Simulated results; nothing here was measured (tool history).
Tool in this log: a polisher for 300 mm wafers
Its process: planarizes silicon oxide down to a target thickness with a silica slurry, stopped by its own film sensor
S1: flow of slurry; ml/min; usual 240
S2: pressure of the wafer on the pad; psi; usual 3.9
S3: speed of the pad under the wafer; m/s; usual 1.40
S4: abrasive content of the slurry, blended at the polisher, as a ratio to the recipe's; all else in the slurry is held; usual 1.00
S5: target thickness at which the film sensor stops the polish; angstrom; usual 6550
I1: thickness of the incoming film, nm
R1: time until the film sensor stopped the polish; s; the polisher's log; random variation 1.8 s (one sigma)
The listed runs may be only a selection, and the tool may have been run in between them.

run    hour   S1   S2    S3    S4    S5      I1     R1
  1     0.0  240  3.9  1.40  1.00  6550  1111.9  157.2
  2    98.6  240  3.9  1.40  1.00  6550  1137.8  168.0
  3   144.3  240  3.9  1.40  1.00  6550  1114.1  159.6
  4   222.5  240  3.9  1.52  1.00  5320  1124.6  195.7
      269.8  -- slurry nozzle cleaned
      272.5  -- slurry blender recalibrated
  5   278.5  240  3.9  1.52  1.00  5320  1122.8  192.0
  6   350.2  310  4.5  1.40  1.00  6550  1127.6  138.8
  7   455.4  240  3.9  1.40  1.00  6550  1103.2  154.5
      500.8  -- conditioning disc replaced and pad reconditioned
  8   513.5  240  3.9  1.40  1.00  6550  1115.0  160.4
      542.5  -- head pressure recalibrated
  9   599.3  190  5.1  1.40  1.00  7360  1129.8  107.3
      615.0  -- worn pad replaced by a new one
 10   676.2  240  3.9  1.56  1.00  5810  1129.4  175.0
 11   762.2  240  3.9  1.40  1.00  6550  1125.7  165.0
      780.8  -- slurry blender recalibrated
 12   810.0  320  4.5  1.40  1.20  8140  1125.6   83.6
     1048.8  -- slurry nozzle cleaned
 13  1103.2  240  3.9  1.08  1.00  7760  1101.0  142.7
     1145.2  -- conditioning disc replaced and pad reconditioned
 14  1152.9  240  3.9  1.12  1.00  5040  1121.3  257.1
     1228.0  -- worn pad replaced by a new one
 15  1257.0  240  3.9  1.40  1.00  6550  1141.2  169.7
     1322.1  -- slurry blender recalibrated
 16  1340.9  240  3.9  1.40  0.75  4940  1117.6  256.1
     1413.6  -- head pressure recalibrated
 17  1425.9  240  3.9  1.30  1.00  6550  1117.0  168.7
 18  1497.5  240  3.9  1.40  1.00  6550  1106.9  157.4
 19  1536.4  310  3.3  1.86  1.00  7030  1112.2  132.1

Forecast run 20:
 20  1595.9  185  3.9  1.40  1.00  6550  1129.4   ?

Logged for run 20: R1 170.4 s.
With no hidden state in the tool, this same run would have given R1 170.4 s.
